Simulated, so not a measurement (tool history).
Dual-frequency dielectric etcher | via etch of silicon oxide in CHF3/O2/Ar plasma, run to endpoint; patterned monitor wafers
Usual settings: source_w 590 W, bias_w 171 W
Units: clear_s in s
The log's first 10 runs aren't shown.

run	hour	source_w	bias_w	wafers since the last listed run	hours since the last wet clean	hours since the last source power generator calibration	hours since the last bias power generator calibration	hours since the last upper electrode change	incoming incoming film thickness, nm	clear_s
11	270.6	630	171	128	445.6	2002.9	2765.1	2844.1	550.9	269.9
12	288.9	590	171	90	463.9	2021.2	2783.4	2862.4	549.3	275.1
13	313.9	590	171	123	488.9	2046.2	2808.4	2887.4	550.7	280.2
14	330.1	590	171	80	505.1	2062.4	2824.6	2903.6	549.1	275.7
# hour 373.9: upper electrode replaced
15	374.4	590	194	100	549.4	2106.7	2868.9	0.5	553.0	263.8
16	374.8	590	194	1	549.8	2107.1	2869.3	0.9	549.9	259.3
17	387.9	590	171	64	562.9	2120.2	2882.4	14.0	550.9	271.8
# hour 404.1: bias power generator calibrated
18	423.2	720	153	155	598.2	2155.5	19.1	49.3	550.7	263.1
19	439.9	540	171	82	614.9	2172.2	35.8	66.0	546.9	279.6
20	463.7	530	207	118	638.7	2196.0	59.6	89.8	556.0	274.4
# hour 512.5: wet clean of the chamber
21	513.0	690	158	125	0.5	2245.3	108.9	139.1	553.8	282.5
22	518.4	490	135	26	5.9	2250.7	114.3	144.5	551.2	334.2
# hour 526.3: source power generator calibrated
23	575.6	670	136	263	63.1	49.3	171.5	201.7	543.0	289.2
24	590.3	590	171	72	77.8	64.0	186.2	216.4	547.4	287.1
25	616.2	590	188	128	103.7	89.9	212.1	242.3	545.9	277.2
26	630.7	690	154	71	118.2	104.4	226.6	256.8	547.6	277.6
27	663.5	590	171	162	151.0	137.2	259.4	289.6	547.8	283.6
28	688.2	650	196	122	175.7	161.9	284.1	314.3	552.4	260.2
29	714.8	590	171	131	202.3	188.5	310.7	340.9	547.8	281.7
30	749.4	590	202	171	236.9	223.1	345.3	375.5	543.7	264.5
31	761.6	550	171	60	249.1	235.3	357.5	387.7	555.6	295.7
32	777.9	590	171	80	265.4	251.6	373.8	404.0	547.2	279.8
33	792.4	670	159	71	279.9	266.1	388.3	418.5	547.4	273.2
34	823.4	690	186	153	310.9	297.1	419.3	449.5	546.7	259.2
35	850.4	640	140	133	337.9	324.1	446.3	476.5	551.5	290.6

4 ways to go on from here, each from the tool as it stands after run 35. What would each give?
A	850.9	590	171	2	338.4	324.6	446.8	477.0	548.4	?
B	850.9	690	153	2	338.4	324.6	446.8	477.0	548.4	?
C	850.9	730	148	2	338.4	324.6	446.8	477.0	548.4	?
D	850.9	590	196	2	338.4	324.6	446.8	477.0	548.4	?

run	clear_s
A	281.2
B	274.6
C	271.5
D	268.8
Without the tool's hidden state the same runs would have given:
run	clear_s
A	290.0
B	283.1
C	280.0
D	277.2

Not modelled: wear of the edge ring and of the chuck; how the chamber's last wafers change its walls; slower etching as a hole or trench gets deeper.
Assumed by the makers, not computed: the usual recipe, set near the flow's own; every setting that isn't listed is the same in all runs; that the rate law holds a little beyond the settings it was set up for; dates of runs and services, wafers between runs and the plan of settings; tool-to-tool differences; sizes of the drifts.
